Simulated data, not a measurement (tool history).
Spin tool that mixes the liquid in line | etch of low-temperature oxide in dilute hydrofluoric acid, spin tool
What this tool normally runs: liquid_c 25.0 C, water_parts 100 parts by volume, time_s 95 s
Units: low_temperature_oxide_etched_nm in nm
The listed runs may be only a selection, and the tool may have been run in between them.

run,hour,liquid_c,water_parts,time_s,wafers since the last listed run,hours since the thermometer was replaced,hours since the hydrofluoric acid flow meter was replaced,hours since the gauge calibration,"read-back film thickness of the low-temperature oxide reference wafer, read on the same gauge (nm)",low_temperature_oxide_etched_nm
1,0.0,25.0,100,135,0,585.7,1423.9,1015.2,134.91,22.71
2,49.7,25.0,100,135,577,635.4,1473.6,1064.9,134.84,22.38
3,104.1,25.0,100,95,631,689.8,1528.0,1119.3,134.76,15.94
# hour 112.5: gauge calibrated
4,186.8,25.0,100,95,960,772.5,1610.7,74.3,139.16,16.27
5,282.7,25.0,100,95,1113,868.4,1706.6,170.2,138.28,16.27
6,349.6,25.0,100,95,776,935.3,1773.5,237.1,137.79,16.16
7,436.3,25.0,100,95,1006,1022.0,1860.2,323.8,137.23,16.24
8,527.1,25.0,100,95,1054,1112.8,1951.0,414.6,136.73,16.26
9,611.7,25.0,100,95,982,1197.4,2035.6,499.2,136.38,16.03
10,666.8,25.0,100,95,639,1252.5,2090.7,554.3,136.16,16.06
11,749.4,25.0,100,95,959,1335.1,2173.3,636.9,135.89,15.86
12,813.7,25.0,100,95,746,1399.4,2237.6,701.2,135.78,15.97
13,907.0,25.0,100,95,1083,1492.7,2330.9,794.5,135.61,15.93
# hour 939.2: hydrofluoric acid flow meter replaced
14,968.1,29.5,85,115,697,1553.8,28.9,855.6,135.45,27.55
15,1011.6,23.0,100,95,505,1597.3,72.4,899.1,135.37,14.64

What will run 16 give?
16,1109.5,25.0,100,70,1136,1695.2,170.3,997.0,?,?

For run 16 the tool returned read-back film thickness of the low-temperature oxide reference wafer, read on the same gauge (nm) 135.26, low_temperature_oxide_etched_nm 11.67 nm.
Without the tool's hidden state the same run would have given low_temperature_oxide_etched_nm 12.08 nm.
